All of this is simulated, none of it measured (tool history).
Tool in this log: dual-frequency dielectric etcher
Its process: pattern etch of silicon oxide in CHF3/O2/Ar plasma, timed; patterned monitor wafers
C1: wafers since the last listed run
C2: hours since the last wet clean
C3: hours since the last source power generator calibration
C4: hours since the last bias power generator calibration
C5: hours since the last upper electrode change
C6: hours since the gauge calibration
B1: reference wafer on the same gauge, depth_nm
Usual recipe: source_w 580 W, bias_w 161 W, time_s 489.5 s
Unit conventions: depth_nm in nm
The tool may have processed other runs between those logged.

run 1 hour=0.0 | source_w=580 bias_w=161 time_s=489.5 | C1=0 C2=265.5 C3=2799.7 C4=2188.6 C5=4443.8 C6=147.0 | B1=978.2 | depth_nm=852.8
run 2 hour=20.6 | source_w=580 bias_w=161 time_s=489.5 | C1=63 C2=286.1 C3=2820.3 C4=2209.2 C5=4464.4 C6=167.6 | B1=978.7 | depth_nm=852.6
run 3 hour=34.1 | source_w=530 bias_w=161 time_s=489.5 | C1=41 C2=299.6 C3=2833.8 C4=2222.7 C5=4477.9 C6=181.1 | B1=978.2 | depth_nm=832.1
run 4 hour=65.3 | source_w=530 bias_w=161 time_s=489.5 | C1=96 C2=330.8 C3=2865.0 C4=2253.9 C5=4509.1 C6=212.3 | B1=978.9 | depth_nm=832.0
run 5 hour=147.4 | source_w=530 bias_w=161 time_s=489.5 | C1=254 C2=412.9 C3=2947.1 C4=2336.0 C5=4591.2 C6=294.4 | B1=979.8 | depth_nm=832.3
run 6 hour=171.6 | source_w=580 bias_w=161 time_s=489.5 | C1=74 C2=437.1 C3=2971.3 C4=2360.2 C5=4615.4 C6=318.6 | B1=981.6 | depth_nm=858.8
run 7 hour=196.1 | source_w=580 bias_w=161 time_s=489.5 | C1=75 C2=461.6 C3=2995.8 C4=2384.7 C5=4639.9 C6=343.1 | B1=982.9 | depth_nm=860.4
run 8 hour=216.6 | source_w=580 bias_w=161 time_s=400.0 | C1=63 C2=482.1 C3=3016.3 C4=2405.2 C5=4660.4 C6=363.6 | B1=983.8 | depth_nm=699.5
run 9 hour=243.7 | source_w=580 bias_w=161 time_s=400.0 | C1=83 C2=509.2 C3=3043.4 C4=2432.3 C5=4687.5 C6=390.7 | B1=983.7 | depth_nm=701.9
run 10 hour=258.4 | source_w=580 bias_w=161 time_s=489.5 | C1=45 C2=523.9 C3=3058.1 C4=2447.0 C5=4702.2 C6=405.4 | B1=985.9 | depth_nm=856.0
run 11 hour=272.1 | source_w=580 bias_w=186 time_s=428.0 | C1=42 C2=537.6 C3=3071.8 C4=2460.7 C5=4715.9 C6=419.1 | B1=987.5 | depth_nm=802.1
run 12 hour=299.4 | source_w=640 bias_w=192 time_s=489.5 | C1=84 C2=564.9 C3=3099.1 C4=2488.0 C5=4743.2 C6=446.4 | B1=986.6 | depth_nm=957.5
-- hour=341.9 upper electrode replaced
-- hour=343.2 wet clean of the chamber
run 13 hour=343.7 | source_w=620 bias_w=161 time_s=489.5 | C1=58 C2=0.5 C3=3143.4 C4=2532.3 C5=1.8 C6=490.7 | B1=989.2 | depth_nm=881.9
run 14 hour=344.2 | source_w=530 bias_w=179 time_s=533.0 | C1=1 C2=1.0 C3=3143.9 C4=2532.8 C5=2.3 C6=491.2 | B1=988.6 | depth_nm=961.0
-- hour=364.2 bias power generator calibrated
run 15 hour=364.7 | source_w=580 bias_w=161 time_s=489.5 | C1=51 C2=21.5 C3=3164.4 C4=0.5 C5=22.8 C6=511.7 | B1=989.4 | depth_nm=867.4
-- hour=371.6 gauge calibrated
-- hour=393.9 source power generator calibrated
run 16 hour=445.1 | source_w=580 bias_w=161 time_s=489.5 | C1=236 C2=101.9 C3=51.2 C4=80.9 C5=103.2 C6=73.5 | B1=977.4 | depth_nm=854.8
run 17 hour=459.5 | source_w=650 bias_w=189 time_s=489.5 | C1=44 C2=116.3 C3=65.6 C4=95.3 C5=117.6 C6=87.9 | B1=977.1 | depth_nm=948.9
run 18 hour=482.8 | source_w=710 bias_w=175 time_s=566.0 | C1=72 C2=139.6 C3=88.9 C4=118.6 C5=140.9 C6=111.2 | B1=979.0 | depth_nm=1083.4
run 19 hour=495.1 | source_w=580 bias_w=188 time_s=594.0 | C1=38 C2=151.9 C3=101.2 C4=130.9 C5=153.2 C6=123.5 | B1=979.6 | depth_nm=1110.1
run 20 hour=594.2 | source_w=440 bias_w=145 time_s=418.0 | C1=306 C2=251.0 C3=200.3 C4=230.0 C5=252.3 C6=222.6 | B1=979.7 | depth_nm=647.7

Predict each of these 3 candidate next runs independently; none follows another, all start after run 20:
run A hour=594.8 | source_w=540 bias_w=161 time_s=489.5 | C1=1 C2=251.6 C3=200.9 C4=230.6 C5=252.9 C6=223.2 | B1=? | depth_nm=?
run B hour=594.8 | source_w=670 bias_w=161 time_s=565.5 | C1=1 C2=251.6 C3=200.9 C4=230.6 C5=252.9 C6=223.2 | B1=? | depth_nm=?
run C hour=594.8 | source_w=630 bias_w=161 time_s=489.5 | C1=1 C2=251.6 C3=200.9 C4=230.6 C5=252.9 C6=223.2 | B1=? | depth_nm=?

run=A B1=980.9 depth_nm=836.7
run=B B1=980.9 depth_nm=1026.4
run=C B1=980.9 depth_nm=873.0
The same runs, with their run-to-run variation unchanged, on a tool lacking any hidden condition would have given:
run=A depth_nm=833.9
run=B depth_nm=1023.0
run=C depth_nm=870.1

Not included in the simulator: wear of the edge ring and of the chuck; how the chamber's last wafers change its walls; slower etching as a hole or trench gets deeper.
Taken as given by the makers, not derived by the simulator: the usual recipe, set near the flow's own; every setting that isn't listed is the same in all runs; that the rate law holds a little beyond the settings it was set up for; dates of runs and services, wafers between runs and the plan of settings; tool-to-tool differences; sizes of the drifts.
